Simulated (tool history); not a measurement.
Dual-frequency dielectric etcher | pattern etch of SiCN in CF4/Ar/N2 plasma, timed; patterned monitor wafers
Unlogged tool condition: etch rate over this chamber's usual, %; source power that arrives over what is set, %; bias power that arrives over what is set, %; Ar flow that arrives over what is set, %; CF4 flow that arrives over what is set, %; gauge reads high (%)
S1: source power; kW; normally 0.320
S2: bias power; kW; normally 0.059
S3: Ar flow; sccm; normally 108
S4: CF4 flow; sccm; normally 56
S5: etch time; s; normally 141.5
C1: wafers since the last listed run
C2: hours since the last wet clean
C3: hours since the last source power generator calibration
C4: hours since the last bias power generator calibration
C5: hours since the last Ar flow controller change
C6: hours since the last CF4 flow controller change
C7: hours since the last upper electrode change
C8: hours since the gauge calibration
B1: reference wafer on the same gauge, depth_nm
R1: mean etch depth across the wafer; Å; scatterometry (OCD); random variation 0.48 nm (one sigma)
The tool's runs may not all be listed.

run,hour,S1,S2,S3,S4,S5,C1,C2,C3,C4,C5,C6,C7,C8,B1,R1
1,0.0,0.320,0.059,108,46,141.5,0,88.3,45.7,4456.3,34.1,83.8,3765.6,71.1,79.0,654
2,29.8,0.320,0.059,108,46,141.5,178,118.1,75.5,4486.1,63.9,113.6,3795.4,100.9,79.2,655
3,47.1,0.320,0.059,108,46,141.5,103,135.4,92.8,4503.4,81.2,130.9,3812.7,118.2,79.3,654
4,74.1,0.320,0.059,108,56,141.5,162,162.4,119.8,4530.4,108.2,157.9,3839.7,145.2,79.1,696
5,97.5,0.320,0.059,108,56,141.5,140,185.8,143.2,4553.8,131.6,181.3,3863.1,168.6,79.1,691
6,113.7,0.320,0.059,115,52,123.0,97,202.0,159.4,4570.0,147.8,197.5,3879.3,184.8,79.4,575
7,132.2,0.320,0.059,108,56,141.5,111,220.5,177.9,4588.5,166.3,216.0,3897.8,203.3,79.2,690
# hour 137.7: bias power generator calibrated
8,158.2,0.320,0.048,108,47,155.5,132,246.5,203.9,20.5,192.3,242.0,3923.8,229.3,79.3,686
# hour 196.4: upper electrode replaced
9,196.9,0.320,0.059,108,48,141.5,88,285.2,242.6,59.2,231.0,280.7,0.5,268.0,79.3,658
10,197.2,0.320,0.048,108,47,155.5,1,285.5,242.9,59.5,231.3,281.0,0.8,268.3,79.1,686
11,207.8,0.370,0.059,86,56,141.5,63,296.1,253.5,70.1,241.9,291.6,11.4,278.9,79.4,819
12,236.2,0.360,0.059,108,62,177.0,170,324.5,281.9,98.5,270.3,320.0,39.8,307.3,79.2,983
13,267.7,0.250,0.059,108,56,118.5,189,356.0,313.4,130.0,301.8,351.5,71.3,338.8,79.0,470
14,283.1,0.300,0.066,108,67,155.0,92,371.4,328.8,145.4,317.2,366.9,86.7,354.2,79.4,770
# hour 307.3: wet clean of the chamber
15,315.2,0.320,0.059,108,68,141.5,48,7.9,360.9,177.5,349.3,399.0,118.8,386.3,79.4,722
16,337.8,0.350,0.068,85,56,156.0,135,30.5,383.5,200.1,371.9,421.6,141.4,408.9,79.1,895
17,350.1,0.320,0.059,108,56,141.5,73,42.8,395.8,212.4,384.2,433.9,153.7,421.2,79.1,696
18,379.9,0.320,0.059,108,56,141.5,178,72.6,425.6,242.2,414.0,463.7,183.5,451.0,79.0,688
19,398.5,0.320,0.059,108,56,141.5,111,91.2,444.2,260.8,432.6,482.3,202.1,469.6,79.2,696
20,410.9,0.320,0.055,108,56,178.0,74,103.6,456.6,273.2,445.0,494.7,214.5,482.0,79.3,859
21,436.1,0.380,0.059,127,56,141.5,151,128.8,481.8,298.4,470.2,519.9,239.7,507.2,79.3,786
22,461.4,0.320,0.059,108,69,101.0,151,154.1,507.1,323.7,495.5,545.2,265.0,532.5,79.3,513
23,477.0,0.320,0.059,108,56,141.5,93,169.7,522.7,339.3,511.1,560.8,280.6,548.1,79.1,687

How the hidden state differs across the entries between the runs, from the last listed run before each to the first after it:
After run 7, before run 8: bias power generator calibrated (hour 137.7)
  both runs share identical hidden conditions
After run 8, before run 9: upper electrode replaced (hour 196.4)
  both runs share identical hidden conditions
After run 14, before run 15: wet clean of the chamber (hour 307.3)
  both runs share identical hidden conditions
